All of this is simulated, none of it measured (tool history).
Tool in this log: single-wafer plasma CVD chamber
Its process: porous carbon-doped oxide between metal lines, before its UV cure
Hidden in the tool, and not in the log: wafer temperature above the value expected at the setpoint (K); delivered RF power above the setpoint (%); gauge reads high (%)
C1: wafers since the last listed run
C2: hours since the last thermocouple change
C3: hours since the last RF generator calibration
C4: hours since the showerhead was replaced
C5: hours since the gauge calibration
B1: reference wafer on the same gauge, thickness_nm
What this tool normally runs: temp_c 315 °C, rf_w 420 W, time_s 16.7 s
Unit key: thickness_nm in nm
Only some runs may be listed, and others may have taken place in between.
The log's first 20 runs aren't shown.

run 21 hour=1253.0 | temp_c=315 rf_w=420 time_s=16.7 | C1=561 C2=71.2 C3=58.3 C4=4497.7 C5=365.6 | B1=76.010 | thickness_nm=74.725
-- hour=1296.8 showerhead replaced, of another model than before
run 22 hour=1308.3 | temp_c=315 rf_w=395 time_s=16.7 | C1=840 C2=126.5 C3=113.6 C4=11.5 C5=420.9 | B1=75.992 | thickness_nm=73.436
run 23 hour=1365.9 | temp_c=320 rf_w=420 time_s=16.7 | C1=1023 C2=184.1 C3=171.2 C4=69.1 C5=478.5 | B1=76.014 | thickness_nm=73.286
run 24 hour=1427.9 | temp_c=315 rf_w=420 time_s=16.7 | C1=1101 C2=246.1 C3=233.2 C4=131.1 C5=540.5 | B1=76.006 | thickness_nm=75.145
run 25 hour=1453.9 | temp_c=300 rf_w=505 time_s=19.9 | C1=461 C2=272.1 C3=259.2 C4=157.1 C5=566.5 | B1=75.959 | thickness_nm=102.278
run 26 hour=1522.5 | temp_c=327 rf_w=395 time_s=16.7 | C1=1218 C2=340.7 C3=327.8 C4=225.7 C5=635.1 | B1=75.984 | thickness_nm=68.983
run 27 hour=1584.1 | temp_c=315 rf_w=420 time_s=16.7 | C1=1094 C2=402.3 C3=389.4 C4=287.3 C5=696.7 | B1=75.980 | thickness_nm=74.474
run 28 hour=1760.7 | temp_c=315 rf_w=420 time_s=14.5 | C1=3137 C2=578.9 C3=566.0 C4=463.9 C5=873.3 | B1=75.993 | thickness_nm=65.026
run 29 hour=1799.9 | temp_c=304 rf_w=380 time_s=16.7 | C1=696 C2=618.1 C3=605.2 C4=503.1 C5=912.5 | B1=76.016 | thickness_nm=76.109
run 30 hour=1861.4 | temp_c=300 rf_w=420 time_s=19.4 | C1=1092 C2=679.6 C3=666.7 C4=564.6 C5=974.0 | B1=75.969 | thickness_nm=93.217
run 31 hour=1907.8 | temp_c=315 rf_w=420 time_s=16.7 | C1=824 C2=726.0 C3=713.1 C4=611.0 C5=1020.4 | B1=75.940 | thickness_nm=74.039
run 32 hour=1967.1 | temp_c=326 rf_w=420 time_s=15.4 | C1=1053 C2=785.3 C3=772.4 C4=670.3 C5=1079.7 | B1=75.974 | thickness_nm=64.912
run 33 hour=2021.7 | temp_c=315 rf_w=420 time_s=15.0 | C1=969 C2=839.9 C3=827.0 C4=724.9 C5=1134.3 | B1=76.021 | thickness_nm=66.837
run 34 hour=2049.0 | temp_c=315 rf_w=420 time_s=16.7 | C1=484 C2=867.2 C3=854.3 C4=752.2 C5=1161.6 | B1=75.973 | thickness_nm=73.911

Predict each of these 4 candidate next runs independently; none follows another, all start after run 34:
run A hour=2049.4 | temp_c=307 rf_w=420 time_s=16.7 | C1=7 C2=867.6 C3=854.7 C4=752.6 C5=1162.0 | B1=? | thickness_nm=?
run B hour=2049.4 | temp_c=329 rf_w=420 time_s=19.6 | C1=7 C2=867.6 C3=854.7 C4=752.6 C5=1162.0 | B1=? | thickness_nm=?
run C hour=2049.4 | temp_c=319 rf_w=350 time_s=15.1 | C1=7 C2=867.6 C3=854.7 C4=752.6 C5=1162.0 | B1=? | thickness_nm=?
run D hour=2049.4 | temp_c=322 rf_w=500 time_s=18.4 | C1=7 C2=867.6 C3=854.7 C4=752.6 C5=1162.0 | B1=? | thickness_nm=?

run=A B1=75.981 thickness_nm=77.468
run=B B1=75.981 thickness_nm=80.944
run=C B1=75.981 thickness_nm=62.296
run=D B1=75.981 thickness_nm=83.798
With no hidden state in the tool, these same runs would have given:
run=A thickness_nm=78.769
run=B thickness_nm=82.304
run=C thickness_nm=63.357
run=D thickness_nm=85.202

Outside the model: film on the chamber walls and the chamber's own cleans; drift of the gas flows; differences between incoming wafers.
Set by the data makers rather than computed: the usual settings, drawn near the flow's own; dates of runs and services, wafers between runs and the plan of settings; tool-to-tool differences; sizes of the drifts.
